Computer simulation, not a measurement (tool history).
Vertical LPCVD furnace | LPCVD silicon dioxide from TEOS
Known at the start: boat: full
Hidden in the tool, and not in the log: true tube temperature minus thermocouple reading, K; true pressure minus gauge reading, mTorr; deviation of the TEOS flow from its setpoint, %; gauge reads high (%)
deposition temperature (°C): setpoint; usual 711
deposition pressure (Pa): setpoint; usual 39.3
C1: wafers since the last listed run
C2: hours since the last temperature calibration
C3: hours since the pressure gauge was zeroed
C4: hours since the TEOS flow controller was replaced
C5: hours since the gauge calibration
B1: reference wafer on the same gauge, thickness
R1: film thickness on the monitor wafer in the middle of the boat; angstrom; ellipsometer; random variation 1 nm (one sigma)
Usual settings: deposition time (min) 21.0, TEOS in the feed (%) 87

Run 1, hour 0.0: usual settings; C1 0; C2 3348.2; C3 1355.8; C4 3283.4; C5 3074.4; B1 257.14. Result: R1 2236.8 angstrom.
Run 2, hour 99.4: usual settings; C1 1794; C2 3447.6; C3 1455.2; C4 3382.8; C5 3173.8; B1 257.18. Result: R1 2250.7 angstrom.
Run 3, hour 156.6: usual settings; C1 1032; C2 3504.8; C3 1512.4; C4 3440.0; C5 3231.0; B1 256.79. Result: R1 2260.4 angstrom.
At hour 199.6: pressure gauge zeroed.
Run 4, hour 202.1: usual settings but deposition pressure (Pa) 32.7; C1 388; C2 3550.3; C3 2.5; C4 3485.5; C5 3276.5; B1 257.37. Result: R1 2009.8 angstrom.
Run 5, hour 276.2: usual settings but deposition pressure (Pa) 32.7; C1 1337; C2 3624.4; C3 76.6; C4 3559.6; C5 3350.6; B1 256.86. Result: R1 1995.4 angstrom.
Run 6, hour 337.9: usual settings but deposition pressure (Pa) 32.7; C1 1113; C2 3686.1; C3 138.3; C4 3621.3; C5 3412.3; B1 257.08. Result: R1 2014.4 angstrom.
At hour 388.0: gauge calibrated.
Run 7, hour 417.0: usual settings; C1 1427; C2 3765.2; C3 217.4; C4 3700.4; C5 29.0; B1 257.21. Result: R1 2218.2 angstrom.
At hour 444.0: thermocouples replaced and temperature profile calibrated.
Run 8, hour 521.0: usual settings; C1 1443; C2 77.0; C3 321.4; C4 3804.4; C5 133.0; B1 257.01. Result: R1 2158.5 angstrom.
Run 9, hour 618.3: usual settings; C1 1756; C2 174.3; C3 418.7; C4 3901.7; C5 230.3; B1 256.57. Result: R1 2161.9 angstrom.
Run 10, hour 688.8: usual settings but deposition temperature (°C) 707, deposition pressure (Pa) 45.3, deposition time (min) 17.5, TEOS in the feed (%) 71; C1 1272; C2 244.8; C3 489.2; C4 3972.2; C5 300.8; B1 257.40. Result: R1 1596.8 angstrom.
Run 11, hour 754.5: usual settings but deposition temperature (°C) 703, TEOS in the feed (%) 82; C1 1185; C2 310.5; C3 554.9; C4 4037.9; C5 366.5; B1 257.04. Result: R1 1736.2 angstrom.
Run 12, hour 813.4: usual settings but deposition temperature (°C) 702, deposition pressure (Pa) 36.0, deposition time (min) 17.0, TEOS in the feed (%) 97; C1 1063; C2 369.4; C3 613.8; C4 4096.8; C5 425.4; B1 257.09. Result: R1 1436.6 angstrom.
Run 13, hour 910.6: usual settings but deposition pressure (Pa) 44.0; C1 1754; C2 466.6; C3 711.0; C4 4194.0; C5 522.6; B1 256.90. Result: R1 2279.1 angstrom.
Run 14, hour 963.7: usual settings but deposition temperature (°C) 701, deposition pressure (Pa) 48.0, deposition time (min) 15.0; C1 958; C2 519.7; C3 764.1; C4 4247.1; C5 575.7; B1 257.23. Result: R1 1366.3 angstrom.
Run 15, hour 999.8: usual settings; C1 651; C2 555.8; C3 800.2; C4 4283.2; C5 611.8; B1 256.74. Result: R1 2148.7 angstrom.
Run 16, hour 1081.7: usual settings but deposition time (min) 14.5, TEOS in the feed (%) 72; C1 1478; C2 637.7; C3 882.1; C4 4365.1; C5 693.7; B1 256.55. Result: R1 1359.5 angstrom.
Run 17, hour 1144.2: usual settings but deposition temperature (°C) 722, TEOS in the feed (%) 82; C1 1128; C2 700.2; C3 944.6; C4 4427.6; C5 756.2; B1 257.25. Result: R1 2708.6 angstrom.
Run 18, hour 1225.2: usual settings; C1 1461; C2 781.2; C3 1025.6; C4 4508.6; C5 837.2; B1 256.86. Result: R1 2170.3 angstrom.
Run 19, hour 1287.0: usual settings but deposition temperature (°C) 702, deposition pressure (Pa) 48.0; C1 1115; C2 843.0; C3 1087.4; C4 4570.4; C5 899.0; B1 256.98. Result: R1 1971.9 angstrom.
At hour 1349.8: TEOS flow controller replaced.
Run 20, hour 1378.6: usual settings but deposition pressure (Pa) 42.7; C1 1220; C2 934.6; C3 1179.0; C4 28.8; C5 990.6; B1 257.11. Result: R1 2249.2 angstrom.
Run 21, hour 1481.2: usual settings but deposition time (min) 18.0; C1 1851; C2 1037.2; C3 1281.6; C4 131.4; C5 1093.2; B1 256.87. Result: R1 1873.4 angstrom.
Run 22, hour 1566.5: usual settings but deposition temperature (°C) 718; C1 1539; C2 1122.5; C3 1366.9; C4 216.7; C5 1178.5; B1 256.83. Result: R1 2551.2 angstrom.
Run 23, hour 1804.4: usual settings; C1 4293; C2 1360.4; C3 1604.8; C4 454.6; C5 1416.4; B1 256.85. Result: R1 2212.1 angstrom.
Run 24, hour 1866.1: usual settings but deposition temperature (°C) 704; C1 1113; C2 1422.1; C3 1666.5; C4 516.3; C5 1478.1; B1 256.67. Result: R1 1895.8 angstrom.
Run 25, hour 1941.1: usual settings but deposition pressure (Pa) 35.3; C1 1353; C2 1497.1; C3 1741.5; C4 591.3; C5 1553.1; B1 257.07. Result: R1 2106.4 angstrom.
Run 26, hour 1988.1: usual settings but deposition pressure (Pa) 42.0; C1 848; C2 1544.1; C3 1788.5; C4 638.3; C5 1600.1; B1 257.02. Result: R1 2305.5 angstrom.
Run 27, hour 2067.5: usual settings but deposition pressure (Pa) 47.3; C1 1433; C2 1623.5; C3 1867.9; C4 717.7; C5 1679.5; B1 256.91. Result: R1 2443.0 angstrom.
At hour 2116.8: pressure gauge zeroed.
Run 28, hour 2134.0: usual settings; C1 767; C2 1690.0; C3 17.2; C4 784.2; C5 1746.0; B1 256.97. Result: R1 2182.4 angstrom.
Run 29, hour 2192.2: usual settings; C1 1050; C2 1748.2; C3 75.4; C4 842.4; C5 1804.2; B1 257.31. Result: R1 2194.3 angstrom.
Run 30, hour 2320.3: usual settings but TEOS in the feed (%) 97; C1 2312; C2 1876.3; C3 203.5; C4 970.5; C5 1932.3; B1 256.90. Result: R1 2318.9 angstrom.

What the log doesn't show, run by run:
deviation of the TEOS flow from its setpoint, %: 0 in every run
gauge reads high (%): 0 in every run
H1: true tube temperature minus thermocouple reading, K
H2: true pressure minus gauge reading, mTorr
run     H1      H2
  1   1.44    7.67
  2   1.48    8.95
  3   1.51    9.73
  4   1.53   -0.73
  5   1.56  -0.703
  6   1.58  -0.643
  7   1.61  -0.513
  8  0.144  -0.256
  9  0.184  0.0746
 10  0.213   0.368
 11   0.24   0.683
 12  0.265   0.999
 13  0.305    1.59
 14  0.327    1.95
 15  0.342    2.21
 16  0.375    2.84
 17  0.401    3.37
 18  0.435     4.1
 19   0.46     4.7
 20  0.498    5.65
 21  0.541    6.81
 22  0.576    7.85
 23  0.674    11.1
 24    0.7      12
 25  0.731    13.2
 26   0.75      14
 27  0.783    15.3
 28   0.81    1.94
 29  0.835    1.97
 30  0.887    2.13
